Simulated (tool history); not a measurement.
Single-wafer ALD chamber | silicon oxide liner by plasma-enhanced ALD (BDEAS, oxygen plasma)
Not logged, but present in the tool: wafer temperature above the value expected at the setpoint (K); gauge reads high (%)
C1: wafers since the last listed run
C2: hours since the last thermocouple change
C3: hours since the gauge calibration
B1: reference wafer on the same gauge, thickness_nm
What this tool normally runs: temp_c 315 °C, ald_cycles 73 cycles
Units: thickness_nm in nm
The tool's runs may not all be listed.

{"run": 1, "hour": 0.0, "temp_c": 315, "ald_cycles": 73, "C1": 0, "C2": 1977.3, "C3": 157.2, "B1": 7.434, "thickness_nm": 7.626}
{"run": 2, "hour": 6.0, "temp_c": 315, "ald_cycles": 83, "C1": 36, "C2": 1983.3, "C3": 163.2, "B1": 7.433, "thickness_nm": 8.682}
{"run": 3, "hour": 20.6, "temp_c": 315, "ald_cycles": 83, "C1": 88, "C2": 1997.9, "C3": 177.8, "B1": 7.434, "thickness_nm": 8.691}
{"run": 4, "hour": 32.0, "temp_c": 315, "ald_cycles": 83, "C1": 68, "C2": 2009.3, "C3": 189.2, "B1": 7.436, "thickness_nm": 8.629}
{"run": 5, "hour": 47.5, "temp_c": 315, "ald_cycles": 73, "C1": 93, "C2": 2024.8, "C3": 204.7, "B1": 7.451, "thickness_nm": 7.658}
{"run": 6, "hour": 59.2, "temp_c": 315, "ald_cycles": 73, "C1": 70, "C2": 2036.5, "C3": 216.4, "B1": 7.449, "thickness_nm": 7.61}
{"run": 7, "hour": 72.6, "temp_c": 315, "ald_cycles": 73, "C1": 81, "C2": 2049.9, "C3": 229.8, "B1": 7.445, "thickness_nm": 7.657}
{"run": 8, "hour": 79.9, "temp_c": 315, "ald_cycles": 73, "C1": 44, "C2": 2057.2, "C3": 237.1, "B1": 7.457, "thickness_nm": 7.636}
{"run": 9, "hour": 89.9, "temp_c": 315, "ald_cycles": 73, "C1": 60, "C2": 2067.2, "C3": 247.1, "B1": 7.445, "thickness_nm": 7.633}
{"run": 10, "hour": 100.8, "temp_c": 315, "ald_cycles": 73, "C1": 65, "C2": 2078.1, "C3": 258, "B1": 7.452, "thickness_nm": 7.611}
{"run": 11, "hour": 106.9, "temp_c": 315, "ald_cycles": 65, "C1": 36, "C2": 2084.2, "C3": 264.1, "B1": 7.449, "thickness_nm": 6.824}
{"run": 12, "hour": 118.4, "temp_c": 315, "ald_cycles": 65, "C1": 69, "C2": 2095.7, "C3": 275.6, "B1": 7.451, "thickness_nm": 6.809}
{"run": 13, "hour": 124.9, "temp_c": 315, "ald_cycles": 65, "C1": 39, "C2": 2102.2, "C3": 282.1, "B1": 7.456, "thickness_nm": 6.784}
{"run": 14, "hour": 131.2, "temp_c": 315, "ald_cycles": 73, "C1": 38, "C2": 2108.5, "C3": 288.4, "B1": 7.455, "thickness_nm": 7.646}
{"run": 15, "hour": 143.2, "temp_c": 315, "ald_cycles": 73, "C1": 72, "C2": 2120.5, "C3": 300.4, "B1": 7.45, "thickness_nm": 7.654}
{"run": 16, "hour": 153.4, "temp_c": 315, "ald_cycles": 73, "C1": 61, "C2": 2130.7, "C3": 310.6, "B1": 7.45, "thickness_nm": 7.658}
{"run": 17, "hour": 164.6, "temp_c": 322, "ald_cycles": 73, "C1": 67, "C2": 2141.9, "C3": 321.8, "B1": 7.459, "thickness_nm": 7.576}
{"run": 18, "hour": 171.5, "temp_c": 322, "ald_cycles": 73, "C1": 41, "C2": 2148.8, "C3": 328.7, "B1": 7.455, "thickness_nm": 7.553}
{"run": 19, "hour": 180.1, "temp_c": 315, "ald_cycles": 73, "C1": 52, "C2": 2157.4, "C3": 337.3, "B1": 7.458, "thickness_nm": 7.618}
{"hour": 193.2, "done": "gauge calibrated"}
{"run": 20, "hour": 194.4, "temp_c": 315, "ald_cycles": 73, "C1": 86, "C2": 2171.7, "C3": 1.2, "B1": 7.334, "thickness_nm": 7.563}
{"run": 21, "hour": 204.3, "temp_c": 315, "ald_cycles": 73, "C1": 59, "C2": 2181.6, "C3": 11.1, "B1": 7.359, "thickness_nm": 7.533}
{"run": 22, "hour": 220.1, "temp_c": 315, "ald_cycles": 73, "C1": 95, "C2": 2197.4, "C3": 26.9, "B1": 7.358, "thickness_nm": 7.549}
{"run": 23, "hour": 237.7, "temp_c": 307, "ald_cycles": 77, "C1": 106, "C2": 2215, "C3": 44.5, "B1": 7.376, "thickness_nm": 8.083}
{"run": 24, "hour": 250.9, "temp_c": 306, "ald_cycles": 81, "C1": 79, "C2": 2228.2, "C3": 57.7, "B1": 7.388, "thickness_nm": 8.527}
{"run": 25, "hour": 261.2, "temp_c": 321, "ald_cycles": 73, "C1": 62, "C2": 2238.5, "C3": 68, "B1": 7.382, "thickness_nm": 7.487}
{"run": 26, "hour": 269.3, "temp_c": 315, "ald_cycles": 73, "C1": 48, "C2": 2246.6, "C3": 76.1, "B1": 7.392, "thickness_nm": 7.554}
{"run": 27, "hour": 276.3, "temp_c": 315, "ald_cycles": 61, "C1": 42, "C2": 2253.6, "C3": 83.1, "B1": 7.397, "thickness_nm": 6.322}
{"run": 28, "hour": 287.5, "temp_c": 310, "ald_cycles": 80, "C1": 67, "C2": 2264.8, "C3": 94.3, "B1": 7.398, "thickness_nm": 8.386}
{"run": 29, "hour": 297.8, "temp_c": 304, "ald_cycles": 73, "C1": 62, "C2": 2275.1, "C3": 104.6, "B1": 7.411, "thickness_nm": 7.731}
{"run": 30, "hour": 305.0, "temp_c": 310, "ald_cycles": 62, "C1": 43, "C2": 2282.3, "C3": 111.8, "B1": 7.416, "thickness_nm": 6.495}
{"run": 31, "hour": 312.5, "temp_c": 319, "ald_cycles": 73, "C1": 45, "C2": 2289.8, "C3": 119.3, "B1": 7.413, "thickness_nm": 7.548}
{"run": 32, "hour": 325.3, "temp_c": 315, "ald_cycles": 73, "C1": 77, "C2": 2302.6, "C3": 132.1, "B1": 7.425, "thickness_nm": 7.599}
{"hour": 341.2, "done": "thermocouple changed; heater temperature recalibrated"}
{"run": 33, "hour": 341.7, "temp_c": 308, "ald_cycles": 59, "C1": 50, "C2": 0.5, "C3": 148.5, "B1": 7.421, "thickness_nm": 6.221}
{"run": 34, "hour": 380.2, "temp_c": 315, "ald_cycles": 73, "C1": 232, "C2": 39, "C3": 187, "B1": 7.43, "thickness_nm": 7.602}
{"run": 35, "hour": 397.6, "temp_c": 315, "ald_cycles": 83, "C1": 105, "C2": 56.4, "C3": 204.4, "B1": 7.438, "thickness_nm": 8.663}
{"run": 36, "hour": 404.2, "temp_c": 315, "ald_cycles": 73, "C1": 39, "C2": 63, "C3": 211, "B1": 7.433, "thickness_nm": 7.614}
{"run": 37, "hour": 420.3, "temp_c": 325, "ald_cycles": 61, "C1": 97, "C2": 79.1, "C3": 227.1, "B1": 7.44, "thickness_nm": 6.271}
{"run": 38, "hour": 435.2, "temp_c": 315, "ald_cycles": 66, "C1": 90, "C2": 94, "C3": 242, "B1": 7.441, "thickness_nm": 6.894}
{"run": 39, "hour": 442.9, "temp_c": 315, "ald_cycles": 73, "C1": 46, "C2": 101.7, "C3": 249.7, "B1": 7.447, "thickness_nm": 7.606}
{"run": 40, "hour": 459.2, "temp_c": 301, "ald_cycles": 81, "C1": 98, "C2": 118, "C3": 266, "B1": 7.448, "thickness_nm": 8.679}
{"run": 41, "hour": 491.5, "temp_c": 315, "ald_cycles": 73, "C1": 195, "C2": 150.3, "C3": 298.3, "B1": 7.443, "thickness_nm": 7.646}
{"run": 42, "hour": 503.3, "temp_c": 328, "ald_cycles": 86, "C1": 71, "C2": 162.1, "C3": 310.1, "B1": 7.437, "thickness_nm": 8.796}
{"hour": 509.2, "done": "gauge calibrated"}
{"run": 43, "hour": 511.3, "temp_c": 315, "ald_cycles": 62, "C1": 48, "C2": 170.1, "C3": 2.1, "B1": 7.357, "thickness_nm": 6.421}
{"run": 44, "hour": 525.8, "temp_c": 328, "ald_cycles": 64, "C1": 87, "C2": 184.6, "C3": 16.6, "B1": 7.372, "thickness_nm": 6.467}

Some steps in thickness_nm between neighbouring runs. How much of each would the tool show without its hidden state too (settings, what came in, random variation), and how much is left for the hidden state, with any gauge scatter that isn't in both results?
Run 19 -> 20: gauge calibrated. thickness_nm -0.055 nm: hidden state -0.113, all else +0.058.
Run 27 -> 28: temp_c 315 -> 310, ald_cycles 61 -> 80. thickness_nm +2.064 nm: hidden state +0.02, all else +2.044.
Run 33 -> 34: temp_c 308 -> 315, ald_cycles 59 -> 73. thickness_nm +1.381 nm: hidden state +0.022, all else +1.359.
Run 42 -> 43: temp_c 328 -> 315, ald_cycles 86 -> 62, gauge calibrated. thickness_nm -2.375 nm: hidden state -0.113, all else -2.262.
